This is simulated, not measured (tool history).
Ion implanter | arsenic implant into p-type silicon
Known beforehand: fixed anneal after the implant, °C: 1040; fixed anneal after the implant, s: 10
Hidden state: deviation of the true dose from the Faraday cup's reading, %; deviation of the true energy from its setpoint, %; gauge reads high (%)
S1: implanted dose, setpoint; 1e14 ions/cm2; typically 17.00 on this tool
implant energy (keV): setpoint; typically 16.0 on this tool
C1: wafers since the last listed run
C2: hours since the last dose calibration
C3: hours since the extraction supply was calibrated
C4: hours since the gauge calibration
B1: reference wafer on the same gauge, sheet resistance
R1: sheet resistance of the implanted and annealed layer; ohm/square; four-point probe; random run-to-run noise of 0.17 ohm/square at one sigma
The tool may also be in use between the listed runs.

Run 1, hour 0.0: usual settings but S1 19.95 1e14 ions/cm2, implant energy (keV) 20.5; C1 0; C2 1257.0; C3 5701.2; C4 64.1; B1 106.07. Result: R1 105.17 ohm/square.
Run 2, hour 54.7: usual settings but S1 19.95 1e14 ions/cm2, implant energy (keV) 20.5; C1 1453; C2 1311.7; C3 5755.9; C4 118.8; B1 106.05. Result: R1 105.41 ohm/square.
Run 3, hour 88.0: usual settings; C1 884; C2 1345.0; C3 5789.2; C4 152.1; B1 105.96. Result: R1 116.98 ohm/square.
Run 4, hour 131.7: usual settings but S1 14.31 1e14 ions/cm2, implant energy (keV) 13.0; C1 1161; C2 1388.7; C3 5832.9; C4 195.8; B1 105.98. Result: R1 128.23 ohm/square.
Run 5, hour 179.0: usual settings but S1 14.31 1e14 ions/cm2, implant energy (keV) 13.0; C1 1256; C2 1436.0; C3 5880.2; C4 243.1; B1 105.94. Result: R1 128.48 ohm/square.
Run 6, hour 340.0: usual settings but S1 14.31 1e14 ions/cm2, implant energy (keV) 13.0; C1 4277; C2 1597.0; C3 6041.2; C4 404.1; B1 105.97. Result: R1 128.94 ohm/square.
Run 7, hour 368.8: usual settings; C1 765; C2 1625.8; C3 6070.0; C4 432.9; B1 105.99. Result: R1 117.19 ohm/square.
Run 8, hour 406.2: usual settings; C1 993; C2 1663.2; C3 6107.4; C4 470.3; B1 105.97. Result: R1 117.28 ohm/square.
At hour 580.9: extraction supply calibrated.
Run 9, hour 595.5: usual settings but S1 20.08 1e14 ions/cm2, implant energy (keV) 18.5; C1 4816; C2 1852.5; C3 14.6; C4 659.6; B1 105.99. Result: R1 108.74 ohm/square.
Run 10, hour 661.6: usual settings but S1 20.08 1e14 ions/cm2, implant energy (keV) 18.5; C1 1756; C2 1918.6; C3 80.7; C4 725.7; B1 105.98. Result: R1 108.84 ohm/square.
Run 11, hour 712.9: usual settings but S1 20.08 1e14 ions/cm2, implant energy (keV) 18.5; C1 1362; C2 1969.9; C3 132.0; C4 777.0; B1 106.05. Result: R1 108.81 ohm/square.
Run 12, hour 749.4: usual settings but implant energy (keV) 17.5; C1 969; C2 2006.4; C3 168.5; C4 813.5; B1 106.01. Result: R1 115.25 ohm/square.
Run 13, hour 793.4: usual settings but implant energy (keV) 17.5; C1 1168; C2 2050.4; C3 212.5; C4 857.5; B1 105.91. Result: R1 115.10 ohm/square.
Run 14, hour 821.0: usual settings; C1 733; C2 2078.0; C3 240.1; C4 885.1; B1 105.99. Result: R1 117.57 ohm/square.
Run 15, hour 875.6: usual settings; C1 1450; C2 2132.6; C3 294.7; C4 939.7; B1 106.04. Result: R1 117.74 ohm/square.
At hour 911.1: Faraday cup replaced and dose calibrated.
Run 16, hour 917.2: usual settings; C1 892; C2 6.1; C3 336.3; C4 981.3; B1 106.00. Result: R1 116.28 ohm/square.
Run 17, hour 988.0: usual settings but S1 14.90 1e14 ions/cm2, implant energy (keV) 20.5; C1 1880; C2 76.9; C3 407.1; C4 1052.1; B1 105.98. Result: R1 114.06 ohm/square.
Run 18, hour 1058.9: usual settings but S1 21.18 1e14 ions/cm2, implant energy (keV) 20.5; C1 1883; C2 147.8; C3 478.0; C4 1123.0; B1 106.08. Result: R1 103.66 ohm/square.
Run 19, hour 1108.9: usual settings but S1 21.28 1e14 ions/cm2, implant energy (keV) 17.5; C1 1328; C2 197.8; C3 528.0; C4 1173.0; B1 105.99. Result: R1 108.32 ohm/square.
Run 20, hour 1159.3: usual settings; C1 1339; C2 248.2; C3 578.4; C4 1223.4; B1 106.04. Result: R1 116.22 ohm/square.
At hour 1205.6: gauge calibrated.
Run 21, hour 1221.2: usual settings but S1 15.64 1e14 ions/cm2, implant energy (keV) 18.0; C1 1644; C2 310.1; C3 640.3; C4 15.6; B1 106.00. Result: R1 116.01 ohm/square.
Run 22, hour 1259.4: usual settings; C1 1014; C2 348.3; C3 678.5; C4 53.8; B1 105.95. Result: R1 116.52 ohm/square.
Run 23, hour 1307.6: usual settings but S1 20.76 1e14 ions/cm2, implant energy (keV) 11.5; C1 1280; C2 396.5; C3 726.7; C4 102.0; B1 105.94. Result: R1 119.08 ohm/square.
Run 24, hour 1336.3: usual settings; C1 762; C2 425.2; C3 755.4; C4 130.7; B1 105.96. Result: R1 116.57 ohm/square.
Run 25, hour 1381.9: usual settings but S1 21.54 1e14 ions/cm2, implant energy (keV) 20.5; C1 1211; C2 470.8; C3 801.0; C4 176.3; B1 106.04. Result: R1 103.16 ohm/square.
Run 26, hour 1419.4: usual settings but S1 12.06 1e14 ions/cm2, implant energy (keV) 20.5; C1 996; C2 508.3; C3 838.5; C4 213.8; B1 106.02. Result: R1 124.25 ohm/square.
Run 27, hour 1521.4: usual settings but S1 21.53 1e14 ions/cm2, implant energy (keV) 18.0; C1 2709; C2 610.3; C3 940.5; C4 315.8; B1 106.03. Result: R1 107.33 ohm/square.
Run 28, hour 1567.2: usual settings; C1 1216; C2 656.1; C3 986.3; C4 361.6; B1 106.07. Result: R1 116.67 ohm/square.
Run 29, hour 1591.7: usual settings; C1 650; C2 680.6; C3 1010.8; C4 386.1; B1 105.98. Result: R1 116.43 ohm/square.
Run 30, hour 1619.3: usual settings but S1 13.10 1e14 ions/cm2, implant energy (keV) 12.5; C1 733; C2 708.2; C3 1038.4; C4 413.7; B1 106.00. Result: R1 132.40 ohm/square.
Run 31, hour 1683.2: usual settings but S1 15.19 1e14 ions/cm2; C1 1697; C2 772.1; C3 1102.3; C4 477.6; B1 106.00. Result: R1 120.16 ohm/square.
Run 32, hour 1715.7: usual settings; C1 863; C2 804.6; C3 1134.8; C4 510.1; B1 106.01. Result: R1 116.76 ohm/square.

For each run, what was the tool's unlogged condition?
deviation of the true energy from its setpoint, %: 0, the same for each run
gauge reads high (%): 0, the same for each run
H1: deviation of the true dose from the Faraday cup's reading, %
run       H1
  1    -1.32
  2    -1.44
  3    -1.52
  4    -1.62
  5    -1.73
  6    -2.14
  7    -2.22
  8    -2.33
  9    -2.89
 10     -3.1
 11    -3.27
 12     -3.4
 13    -3.55
 14    -3.64
 15    -3.84
 16    0.396
 17    0.391
 18    0.377
 19    0.363
 20    0.344
 21    0.314
 22    0.293
 23    0.263
 24    0.243
 25    0.208
 26    0.177
 27   0.0801
 28   0.0309
 29  0.00313
 30  -0.0294
 31    -0.11
 32   -0.153

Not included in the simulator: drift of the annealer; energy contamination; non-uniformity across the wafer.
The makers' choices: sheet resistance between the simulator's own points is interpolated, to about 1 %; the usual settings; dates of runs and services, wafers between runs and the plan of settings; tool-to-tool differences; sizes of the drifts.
